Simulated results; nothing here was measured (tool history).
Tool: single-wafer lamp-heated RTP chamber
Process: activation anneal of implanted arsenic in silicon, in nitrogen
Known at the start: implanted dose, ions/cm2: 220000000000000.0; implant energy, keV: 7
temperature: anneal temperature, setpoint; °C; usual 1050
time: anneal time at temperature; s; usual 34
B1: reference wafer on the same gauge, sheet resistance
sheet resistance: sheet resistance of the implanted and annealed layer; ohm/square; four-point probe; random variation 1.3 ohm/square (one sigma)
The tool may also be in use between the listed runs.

{"run": 1, "day": 0.0, "temperature": 1050, "time": 34, "B1": 365.91, "sheet resistance": 417.41}
{"run": 2, "day": 3.317, "temperature": 1050, "time": 34, "B1": 366.16, "sheet resistance": 416.15}
{"run": 3, "day": 6.021, "temperature": 1040, "time": 44, "B1": 365.97, "sheet resistance": 413.19}
{"run": 4, "day": 9.983, "temperature": 1040, "time": 44, "B1": 366.3, "sheet resistance": 412.73}
{"run": 5, "day": 14.088, "temperature": 1040, "time": 44, "B1": 366.08, "sheet resistance": 411.17}
{"run": 6, "day": 17.083, "temperature": 1041, "time": 34, "B1": 365.93, "sheet resistance": 417.81}
{"day": 18.408, "done": "pyrometer window cleaned and pyrometer calibrated"}
{"day": 19.296, "done": "gauge calibrated"}
{"run": 7, "day": 20.7, "temperature": 1041, "time": 34, "B1": 366.03, "sheet resistance": 421.04}
{"run": 8, "day": 23.8, "temperature": 1041, "time": 34, "B1": 366.13, "sheet resistance": 422.4}
{"run": 9, "day": 27.642, "temperature": 1076, "time": 26, "B1": 365.9, "sheet resistance": 405.19}
{"day": 30.562, "done": "reflector plate cleaned"}
{"run": 10, "day": 31.829, "temperature": 1038, "time": 14, "B1": 365.94, "sheet resistance": 440.67}
{"run": 11, "day": 34.517, "temperature": 1026, "time": 45, "B1": 366.05, "sheet resistance": 421.39}
{"run": 12, "day": 37.479, "temperature": 1050, "time": 34, "B1": 366.05, "sheet resistance": 413.64}
{"day": 40.171, "done": "pyrometer window cleaned and pyrometer calibrated"}
{"run": 13, "day": 41.383, "temperature": 1059, "time": 34, "B1": 365.8, "sheet resistance": 413.79}
{"run": 14, "day": 45.421, "temperature": 1050, "time": 34, "B1": 366.01, "sheet resistance": 413.28}
{"run": 15, "day": 49.812, "temperature": 1050, "time": 34, "B1": 366.1, "sheet resistance": 413.81}
{"day": 51.379, "done": "gauge calibrated"}
{"run": 16, "day": 52.438, "temperature": 1021, "time": 34, "B1": 365.88, "sheet resistance": 426.98}

What the log doesn't show, run by run:
wafer temperature error from the tarnished reflector plate, K: 0 in every run
gauge reads high (%): 0 in every run
H1: true wafer temperature minus pyrometer reading, K
run=1 H1=4.26
run=2 H1=7.38
run=3 H1=9.07
run=4 H1=10.7
run=5 H1=11.6
run=6 H1=12
run=7 H1=4.68
run=8 H1=7.85
run=9 H1=10.3
run=10 H1=11.9
run=11 H1=12.5
run=12 H1=13
run=13 H1=2.31
run=14 H1=6.82
run=15 H1=9.6
run=16 H1=10.6
